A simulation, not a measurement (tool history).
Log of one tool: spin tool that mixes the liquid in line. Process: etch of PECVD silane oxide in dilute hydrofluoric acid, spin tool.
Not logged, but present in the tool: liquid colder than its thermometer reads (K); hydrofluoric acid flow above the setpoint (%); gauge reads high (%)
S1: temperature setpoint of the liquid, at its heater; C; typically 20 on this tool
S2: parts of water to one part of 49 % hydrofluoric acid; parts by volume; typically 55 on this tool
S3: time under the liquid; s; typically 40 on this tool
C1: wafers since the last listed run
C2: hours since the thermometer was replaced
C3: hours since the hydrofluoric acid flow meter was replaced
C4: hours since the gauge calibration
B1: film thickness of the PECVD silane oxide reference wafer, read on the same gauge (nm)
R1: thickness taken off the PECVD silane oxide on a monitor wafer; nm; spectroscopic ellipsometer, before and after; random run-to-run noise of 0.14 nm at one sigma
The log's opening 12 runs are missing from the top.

run 13 hour=166.5 | S1=20 S2=45 S3=40 | C1=223 C2=1245.4 C3=33.4 C4=329.7 | B1=79.98 | R1=18.55
run 14 hour=178 | S1=23 S2=80 S3=50 | C1=208 C2=1256.9 C3=44.9 C4=341.2 | B1=79.98 | R1=13.95
run 15 hour=194.8 | S1=23.5 S2=40 S3=30 | C1=304 C2=1273.7 C3=61.7 C4=358 | B1=79.99 | R1=18.12
-- hour=201.5 gauge calibrated
run 16 hour=221.1 | S1=20 S2=55 S3=40 | C1=477 C2=1300 C3=88 C4=19.6 | B1=80.01 | R1=14.63
run 17 hour=253.2 | S1=23.5 S2=35 S3=25 | C1=582 C2=1332.1 C3=120.1 C4=51.7 | B1=80.04 | R1=17.47
run 18 hour=270.2 | S1=17 S2=55 S3=40 | C1=308 C2=1349.1 C3=137.1 C4=68.7 | B1=80.01 | R1=12.88
run 19 hour=281.1 | S1=22 S2=55 S3=40 | C1=197 C2=1360 C3=148 C4=79.6 | B1=80.02 | R1=15.9
run 20 hour=293.3 | S1=17 S2=55 S3=65 | C1=221 C2=1372.2 C3=160.2 C4=91.8 | B1=79.99 | R1=20.73
run 21 hour=310.3 | S1=20 S2=55 S3=40 | C1=308 C2=1389.2 C3=177.2 C4=108.8 | B1=80.04 | R1=14.61
-- hour=313 thermometer replaced
run 22 hour=316.7 | S1=20 S2=55 S3=30 | C1=97 C2=3.7 C3=183.6 C4=115.2 | B1=80 | R1=12.13
run 23 hour=330.5 | S1=20 S2=80 S3=25 | C1=250 C2=17.5 C3=197.4 C4=129 | B1=79.99 | R1=6.87
run 24 hour=343.8 | S1=20 S2=55 S3=40 | C1=241 C2=30.8 C3=210.7 C4=142.3 | B1=80.03 | R1=16.3
run 25 hour=353.6 | S1=20 S2=55 S3=50 | C1=177 C2=40.6 C3=220.5 C4=152.1 | B1=80.01 | R1=20.95
run 26 hour=359.8 | S1=25 S2=55 S3=40 | C1=112 C2=46.8 C3=226.7 C4=158.3 | B1=80.04 | R1=20.41
run 27 hour=375.7 | S1=20 S2=55 S3=25 | C1=288 C2=62.7 C3=242.6 C4=174.2 | B1=80.04 | R1=10.29
run 28 hour=391.5 | S1=22 S2=65 S3=55 | C1=286 C2=78.5 C3=258.4 C4=190 | B1=80.03 | R1=20.21
run 29 hour=400.1 | S1=20 S2=55 S3=40 | C1=156 C2=87.1 C3=267 C4=198.6 | B1=80 | R1=16.29
run 30 hour=414.8 | S1=20 S2=55 S3=40 | C1=266 C2=101.8 C3=281.7 C4=213.3 | B1=80.02 | R1=16.39
run 31 hour=430.3 | S1=24.5 S2=30 S3=25 | C1=281 C2=117.3 C3=297.2 C4=228.8 | B1=79.98 | R1=23.21
run 32 hour=444.7 | S1=20 S2=40 S3=40 | C1=261 C2=131.7 C3=311.6 C4=243.2 | B1=80 | R1=22.59

Each row is a separate what-if for the run after 32, all from the same tool condition, not one after another. Results?
run A hour=445.1 | S1=20 S2=55 S3=40 | C1=7 C2=132.1 C3=312 C4=243.6 | B1=? | R1=?
run B hour=445.1 | S1=24.5 S2=55 S3=40 | C1=7 C2=132.1 C3=312 C4=243.6 | B1=? | R1=?
run C hour=445.1 | S1=21.5 S2=70 S3=15 | C1=7 C2=132.1 C3=312 C4=243.6 | B1=? | R1=?
run D hour=445.1 | S1=20 S2=55 S3=65 | C1=7 C2=132.1 C3=312 C4=243.6 | B1=? | R1=?
run E hour=445.1 | S1=17 S2=25 S3=55 | C1=7 C2=132.1 C3=312 C4=243.6 | B1=? | R1=?

run=A B1=80.01 R1=16.39
run=B B1=80.01 R1=19.78
run=C B1=80.01 R1=5.05
run=D B1=80.01 R1=26.64
run=E B1=80.01 R1=45.06
Had the tool no hidden state, the same runs would have come out as:
run=A R1=16.69
run=B R1=20.12
run=C R1=5.14
run=D R1=27.12
run=E R1=45.9
